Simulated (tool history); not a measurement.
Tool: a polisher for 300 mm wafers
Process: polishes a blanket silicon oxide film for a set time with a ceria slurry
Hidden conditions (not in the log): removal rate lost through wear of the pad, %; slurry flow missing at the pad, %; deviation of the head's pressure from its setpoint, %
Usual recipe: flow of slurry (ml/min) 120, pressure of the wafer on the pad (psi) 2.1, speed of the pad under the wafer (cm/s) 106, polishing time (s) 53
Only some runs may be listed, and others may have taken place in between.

run     day  flow of slurry (ml/min)  pressure of the wafer on the pad (psi)  speed of the pad under the wafer (cm/s)  polishing time (s)  wafers since the last listed run  wafers polished on this pad  hours since the slurry nozzle was cleaned  hours since the head pressure was calibrated  incoming thickness of the incoming film, nm  film removed (nm)
  1       0                      145                                     2.1                                      106                  47                                 0                         1190                                      586.4                                         259.6                                        901.7              133.9
      2.954  -- slurry nozzle cleaned
  2   3.283                      145                                     2.1                                      106                  47                               607                         1797                                        7.9                                         338.4                                        911.5              146.9
  3   6.283                      120                                     2.1                                      106                  53                               562                         2360                                       79.9                                         410.4                                        908.6              160.1
  4  10.633                      120                                     2.1                                      106                  53                               815                         3175                                      184.3                                         514.8                                        920.1              156.2
     11.812  -- worn pad replaced by a new one
  5  14.058                      120                                     2.1                                      106                  53                               610                          421                                      266.5                                           597                                        903.2              153.4
  6  16.267                      120                                     2.1                                      106                  53                               413                          835                                      319.5                                           650                                        922.1              151.1
  7  19.608                      120                                     2.1                                      106                  47                               626                         1461                                      399.7                                         730.2                                        924.9              132.7
  8  21.196                      120                                     2.1                                      106                  47                               297                         1759                                      437.8                                         768.3                                        916.1              129.4
     21.533  -- head pressure recalibrated
  9  24.558                      100                                     2.6                                      106                  53                               614                         2374                                      518.5                                          72.6                                        908.3              174.3
     28.367  -- slurry nozzle cleaned
 10  28.421                      100                                     2.6                                      106                  53                               716                         3090                                        1.3                                         165.3                                        916.7              195.4
     28.608  -- worn pad replaced by a new one
 11  32.004                      100                                     2.6                                      106                  53                               640                          636                                       87.3                                         251.3                                        901.1              191.4
 12  35.833                      120                                     2.3                                      106                  53                               717                         1354                                      179.2                                         343.2                                        913.9              173.9
 13  38.717                      120                                     2.3                                      106                  53                               540                         1894                                      248.4                                         412.4                                          905              170.4
 14  41.546                      120                                     2.5                                       82                  53                               530                         2424                                      316.3                                         480.3                                        901.3              146.6
 15  45.767                      120                                     1.6                                       86                  53                               791                         3216                                      417.6                                         581.6                                        913.7               97.2
     46.358  -- worn pad replaced by a new one
 16  48.317                      155                                     2.1                                      106                  53                               446                          366                                      478.8                                         642.8                                        912.9              158.3
     50.579  -- head pressure recalibrated
 17  50.646                      120                                     2.1                                      106                  53                               421                          787                                      534.7                                           1.6                                        909.2              152.7
 18  52.308                      120                                     2.8                                      106                  53                               311                         1099                                      574.6                                          41.5                                        925.6              199.7
 19    54.7                      120                                     2.1                                      106                  53                               448                         1547                                        632                                          98.9                                        894.5              147.1
     56.925  -- slurry nozzle cleaned
 20  57.333                      145                                     2.1                                       88                  41                               485                         2033                                        9.8                                         162.1                                        905.2              112.9
 21  59.892                      120                                     2.1                                      106                  53                               479                         2513                                       71.2                                         223.5                                        925.7              162.1
 22  61.638                      100                                     2.6                                      106                  53                               327                         2840                                      113.1                                         265.4                                        912.5              188.3
     62.212  -- worn pad replaced by a new one
 23  63.579                      120                                     1.7                                       72                  53                               332                          255                                      159.7                                           312                                        897.1               93.2
 24  67.238                      150                                     2.7                                       78                  72                               685                          941                                      247.5                                         399.8                                          902              221.6
 25  69.254                      105                                     2.1                                      106                  58                               378                         1319                                      295.9                                         448.2                                        914.3              163.1
 26  71.567                      120                                     2.1                                      106                  53                               433                         1753                                      351.4                                         503.7                                        900.7                155
 27  76.067                       90                                     1.7                                       82                  41                               843                         2596                                      459.4                                         611.7                                        914.2               67.9
     76.625  -- worn pad replaced by a new one
 28  79.558                      140                                     2.1                                      134                  46                               623                          549                                      543.2                                         695.5                                        894.5              162.2
 29  82.238                      135                                     1.8                                      106                  53                               502                         1051                                      607.5                                         759.8                                          921              125.8

Branching from run 29: 5 alternative next runs. What would each branch give?
  A  82.254                      120                                     2.1                                      106                  63                                 3                         1054                                      607.9                                         760.2                                        907.4                  ?
  B  82.254                       90                                     1.5                                      134                  43                                 3                         1054                                      607.9                                         760.2                                        907.4                  ?
  C  82.254                      140                                     2.7                                      106                  65                                 3                         1054                                      607.9                                         760.2                                        907.4                  ?
  D  82.254                      120                                     1.5                                      106                  53                                 3                         1054                                      607.9                                         760.2                                        907.4                  ?
  E  82.254                      145                                     2.1                                      134                  60                                 3                         1054                                      607.9                                         760.2                                        907.4                  ?

run  film removed (nm)
  A              166.4
  B               90.1
  C              231.2
  D                100
  E                207
What these runs would have given with no unlogged condition in the tool:
run  film removed (nm)
  A                193
  B              108.1
  C              264.2
  D                116
  E              235.8

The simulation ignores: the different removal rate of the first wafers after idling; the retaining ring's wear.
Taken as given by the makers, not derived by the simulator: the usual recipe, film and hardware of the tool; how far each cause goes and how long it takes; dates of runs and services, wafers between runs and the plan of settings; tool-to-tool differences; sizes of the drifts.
